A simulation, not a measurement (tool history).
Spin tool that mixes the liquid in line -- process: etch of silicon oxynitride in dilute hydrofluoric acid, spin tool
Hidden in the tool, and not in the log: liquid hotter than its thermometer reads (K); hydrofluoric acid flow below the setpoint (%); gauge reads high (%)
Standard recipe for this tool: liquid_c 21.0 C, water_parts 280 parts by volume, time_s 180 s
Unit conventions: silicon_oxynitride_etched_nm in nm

run,hour,liquid_c,water_parts,time_s,wafers since the last listed run,hours since the thermometer was replaced,hours since the hydrofluoric acid flow meter was replaced,hours since the gauge calibration,"read-back film thickness of the silicon oxynitride reference wafer, read on the same gauge (nm)",silicon_oxynitride_etched_nm
1,0.0,21.0,280,180,0,2639.2,1010.2,518.9,30.047,1.289
2,48.2,21.0,280,180,364,2687.4,1058.4,567.1,30.004,1.258
3,87.2,21.0,280,180,294,2726.4,1097.4,606.1,30.041,1.217
4,132.7,21.0,280,110,344,2771.9,1142.9,651.6,30.010,0.751
5,195.9,21.0,280,110,477,2835.1,1206.1,714.8,29.963,0.750
6,228.3,21.0,280,180,245,2867.5,1238.5,747.2,29.984,1.234
7,296.7,23.0,280,180,517,2935.9,1306.9,815.6,30.052,1.321
8,326.4,23.0,280,180,224,2965.6,1336.6,845.3,29.983,1.354
9,350.7,23.0,280,180,183,2989.9,1360.9,869.6,29.976,1.336
# hour 367.1: hydrofluoric acid flow meter replaced
# hour 381.9: thermometer replaced
10,394.1,21.0,280,180,313,12.2,27.0,913.0,29.999,1.450
11,435.6,21.0,280,180,313,53.7,68.5,954.5,29.949,1.440
12,465.2,21.0,365,180,223,83.3,98.1,984.1,30.003,1.040
13,502.2,17.5,280,115,279,120.3,135.1,1021.1,30.010,0.769
14,641.8,21.0,280,180,1055,259.9,274.7,1160.7,30.003,1.395
# hour 670.3: gauge calibrated
15,701.2,21.0,280,180,449,319.3,334.1,30.9,30.022,1.396
16,743.9,19.5,400,180,322,362.0,376.8,73.6,30.041,0.851
17,792.7,17.5,215,180,369,410.8,425.6,122.4,30.003,1.531
18,820.3,18.0,220,180,208,438.4,453.2,150.0,29.994,1.600
19,859.6,17.0,280,75,297,477.7,492.5,189.3,30.026,0.478
20,898.4,25.0,320,260,293,516.5,531.3,228.1,30.017,1.986
21,941.2,21.0,280,180,323,559.3,574.1,270.9,30.001,1.345

Run 22 comes next. What will it give?
22,985.8,18.0,345,130,337,603.9,618.7,315.5,?,?

read-back film thickness of the silicon oxynitride reference wafer, read on the same gauge (nm): 30.041
silicon_oxynitride_etched_nm: 0.664 nm
Without the tool's hidden state the same run would have given silicon_oxynitride_etched_nm 0.711 nm.
